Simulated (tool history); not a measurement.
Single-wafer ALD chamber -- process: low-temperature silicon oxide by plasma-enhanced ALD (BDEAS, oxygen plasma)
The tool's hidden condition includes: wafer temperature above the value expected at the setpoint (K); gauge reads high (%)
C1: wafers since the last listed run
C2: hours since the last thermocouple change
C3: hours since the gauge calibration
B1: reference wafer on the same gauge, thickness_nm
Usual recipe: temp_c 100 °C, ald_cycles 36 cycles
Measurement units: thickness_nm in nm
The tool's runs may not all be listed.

run 1 hour=0 | temp_c=100 ald_cycles=36 | C1=0 C2=1538.4 C3=113.4 | B1=4.719 | thickness_nm=4.961
run 2 hour=8.8 | temp_c=100 ald_cycles=36 | C1=91 C2=1547.2 C3=122.2 | B1=4.723 | thickness_nm=4.958
run 3 hour=16.2 | temp_c=100 ald_cycles=31 | C1=76 C2=1554.6 C3=129.6 | B1=4.727 | thickness_nm=4.268
run 4 hour=27.3 | temp_c=100 ald_cycles=31 | C1=115 C2=1565.7 C3=140.7 | B1=4.726 | thickness_nm=4.285
run 5 hour=39.4 | temp_c=100 ald_cycles=36 | C1=125 C2=1577.8 C3=152.8 | B1=4.72 | thickness_nm=4.97
run 6 hour=56.5 | temp_c=100 ald_cycles=36 | C1=177 C2=1594.9 C3=169.9 | B1=4.726 | thickness_nm=4.965
run 7 hour=66.8 | temp_c=112 ald_cycles=36 | C1=107 C2=1605.2 C3=180.2 | B1=4.727 | thickness_nm=4.846
run 8 hour=120.5 | temp_c=96 ald_cycles=36 | C1=557 C2=1658.9 C3=233.9 | B1=4.729 | thickness_nm=5.055
run 9 hour=130.9 | temp_c=109 ald_cycles=34 | C1=108 C2=1669.3 C3=244.3 | B1=4.735 | thickness_nm=4.608
run 10 hour=146.7 | temp_c=95 ald_cycles=32 | C1=164 C2=1685.1 C3=260.1 | B1=4.733 | thickness_nm=4.514
run 11 hour=164.4 | temp_c=90 ald_cycles=42 | C1=183 C2=1702.8 C3=277.8 | B1=4.736 | thickness_nm=6.037
run 12 hour=178.4 | temp_c=100 ald_cycles=36 | C1=145 C2=1716.8 C3=291.8 | B1=4.732 | thickness_nm=4.978
-- hour=179.6 gauge calibrated
-- hour=188 thermocouple changed; heater temperature recalibrated
run 13 hour=192.3 | temp_c=108 ald_cycles=38 | C1=61 C2=4.3 C3=12.7 | B1=4.69 | thickness_nm=5.129
run 14 hour=207.8 | temp_c=107 ald_cycles=41 | C1=161 C2=19.8 C3=28.2 | B1=4.699 | thickness_nm=5.558
run 15 hour=220.6 | temp_c=100 ald_cycles=36 | C1=132 C2=32.6 C3=41 | B1=4.701 | thickness_nm=4.961
run 16 hour=233.8 | temp_c=100 ald_cycles=36 | C1=137 C2=45.8 C3=54.2 | B1=4.706 | thickness_nm=4.958
run 17 hour=249 | temp_c=88 ald_cycles=42 | C1=157 C2=61 C3=69.4 | B1=4.712 | thickness_nm=6.049
run 18 hour=263.1 | temp_c=114 ald_cycles=43 | C1=146 C2=75.1 C3=83.5 | B1=4.713 | thickness_nm=5.779

List, for all runs, the conditions of the tool that the log does not record:
wafer temperature above the value expected at the setpoint (K): 0 across all the runs
H1: gauge reads high (%)
run=1 H1=0.859
run=2 H1=0.888
run=3 H1=0.911
run=4 H1=0.942
run=5 H1=0.972
run=6 H1=1.01
run=7 H1=1.03
run=8 H1=1.09
run=9 H1=1.1
run=10 H1=1.12
run=11 H1=1.13
run=12 H1=1.14
run=13 H1=0.222
run=14 H1=0.373
run=15 H1=0.479
run=16 H1=0.575
run=17 H1=0.669
run=18 H1=0.743
